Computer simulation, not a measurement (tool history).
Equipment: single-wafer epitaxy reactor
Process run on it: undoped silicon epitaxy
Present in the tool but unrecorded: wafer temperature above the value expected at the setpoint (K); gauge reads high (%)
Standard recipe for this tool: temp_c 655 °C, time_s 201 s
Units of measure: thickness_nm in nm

run,hour,temp_c,time_s,wafers since the last listed run,hours since the last pyrometer calibration,hours since the gauge calibration,"read-back reference wafer on the same gauge, thickness_nm",thickness_nm
1,0,648,201,0,1987.9,130.2,45.788,38.136
2,6.2,648,201,41,1994.1,136.4,45.848,38.233
3,23.5,655,201,115,2011.4,153.7,45.754,45.474
4,38.2,655,201,98,2026.1,168.4,45.79,45.434
5,45,655,201,45,2032.9,175.2,45.821,44.958
6,55.3,655,210,68,2043.2,185.5,45.851,47.073
7,70.7,655,210,103,2058.6,200.9,45.763,47.27
8,80.1,655,177,62,2068,210.3,45.766,40.078
9,93,655,177,86,2080.9,223.2,45.791,39.978
10,105.1,655,176,80,2093,235.3,45.797,39.877
# hour 119.3: pyrometer calibrated
11,119.8,655,176,44,0.5,250,45.804,43.955
12,133.4,655,201,91,14.1,263.6,45.823,50.421
13,140.1,655,201,44,20.8,270.3,45.76,50.08
14,153.3,655,201,88,34,283.5,45.777,50.346
# hour 173.6: pyrometer calibrated, repeated, since the last time left the tool worse
15,174.1,655,224,85,0.5,304.3,45.777,46.565
16,184.1,645,170,66,10.5,314.3,45.795,27.862
# hour 188.1: gauge calibrated
17,191,651,181,46,17.4,2.9,45.788,34.638
18,208.6,655,201,117,35,20.5,45.8,42.279
19,218.3,655,201,64,44.7,30.2,45.809,42.249
20,226.8,655,201,56,53.2,38.7,45.781,42.603
21,243.3,655,201,110,69.7,55.2,45.768,42.502
22,252,647,171,58,78.4,63.9,45.767,29.689
23,264.9,662,201,86,91.3,76.8,45.788,50.283
24,274.8,665,162,66,101.2,86.7,45.765,43.907
25,281,655,201,41,107.4,92.9,45.843,42.833
26,291.8,646,163,72,118.2,103.7,45.766,27.756
27,308.4,647,233,111,134.8,120.3,45.768,40.695
28,315.3,640,191,46,141.7,127.2,45.803,28.026

5 ways to go on from here, each from the tool as it stands after run 28. What would each give?
A,315.8,655,201,3,142.2,127.7,?,?
B,315.8,655,172,3,142.2,127.7,?,?
C,315.8,647,222,3,142.2,127.7,?,?
D,315.8,645,225,3,142.2,127.7,?,?
E,315.8,651,213,3,142.2,127.7,?,?

run,"read-back reference wafer on the same gauge, thickness_nm",thickness_nm
A,45.823,42.812
B,45.823,36.635
C,45.823,38.794
D,45.823,37.397
E,45.823,41.113
Stripped of hidden state, with their random variation kept, the same runs would have yielded:
run,thickness_nm
A,41.565
B,35.568
C,37.642
D,36.281
E,39.904
